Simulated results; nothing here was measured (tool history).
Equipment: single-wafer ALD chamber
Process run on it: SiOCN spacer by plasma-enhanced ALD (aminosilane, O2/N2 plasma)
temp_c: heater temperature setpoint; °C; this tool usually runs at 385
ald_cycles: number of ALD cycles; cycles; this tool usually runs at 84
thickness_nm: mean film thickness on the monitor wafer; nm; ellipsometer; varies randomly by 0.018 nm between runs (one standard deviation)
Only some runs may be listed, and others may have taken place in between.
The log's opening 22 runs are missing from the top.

run,hour,temp_c,ald_cycles,wafers since the last listed run,hours since the last thermocouple change,hours since the gauge calibration,"read-back reference wafer on the same gauge, thickness_nm",thickness_nm
23,1549.3,390,71,137,1830.8,3267,5.305,4.492
24,1610.4,375,74,182,1891.9,3328.1,5.299,4.681
25,1705.6,396,77,283,1987.1,3423.3,5.302,4.866
26,1773.1,385,71,201,2054.6,3490.8,5.303,4.501
# hour 1824.1: thermocouple changed; heater temperature recalibrated
27,1834.6,394,89,159,10.5,3552.3,5.304,5.633
# hour 1916.8: gauge calibrated
28,1937.2,385,75,305,113.1,20.4,5.303,4.765
29,2005.9,381,92,204,181.8,89.1,5.298,5.82
30,2052.5,394,89,138,228.4,135.7,5.299,5.599
31,2108.1,389,94,165,284,191.3,5.3,5.973
32,2171.4,385,84,188,347.3,254.6,5.304,5.299
33,2464.8,385,84,874,640.7,548,5.298,5.329
34,2536.7,385,84,214,712.6,619.9,5.302,5.305
35,2580.7,385,84,131,756.6,663.9,5.301,5.306
36,2657.4,380,93,228,833.3,740.6,5.299,5.91
37,2718.9,385,84,183,894.8,802.1,5.298,5.336
38,2794.9,377,78,226,970.8,878.1,5.301,4.937

Here are 4 independent what-if runs from the current tool condition. What would each one return?
A,2795.5,385,84,1,971.4,878.7,?,?
B,2795.5,385,92,1,971.4,878.7,?,?
C,2795.5,375,91,1,971.4,878.7,?,?
D,2795.5,376,84,1,971.4,878.7,?,?

run,"read-back reference wafer on the same gauge, thickness_nm",thickness_nm
A,5.3,5.321
B,5.3,5.827
C,5.3,5.764
D,5.3,5.321
The same runs, with their run-to-run variation unchanged, on a tool lacking any hidden condition would have given:
run,thickness_nm
A,5.321
B,5.827
C,5.764
D,5.321

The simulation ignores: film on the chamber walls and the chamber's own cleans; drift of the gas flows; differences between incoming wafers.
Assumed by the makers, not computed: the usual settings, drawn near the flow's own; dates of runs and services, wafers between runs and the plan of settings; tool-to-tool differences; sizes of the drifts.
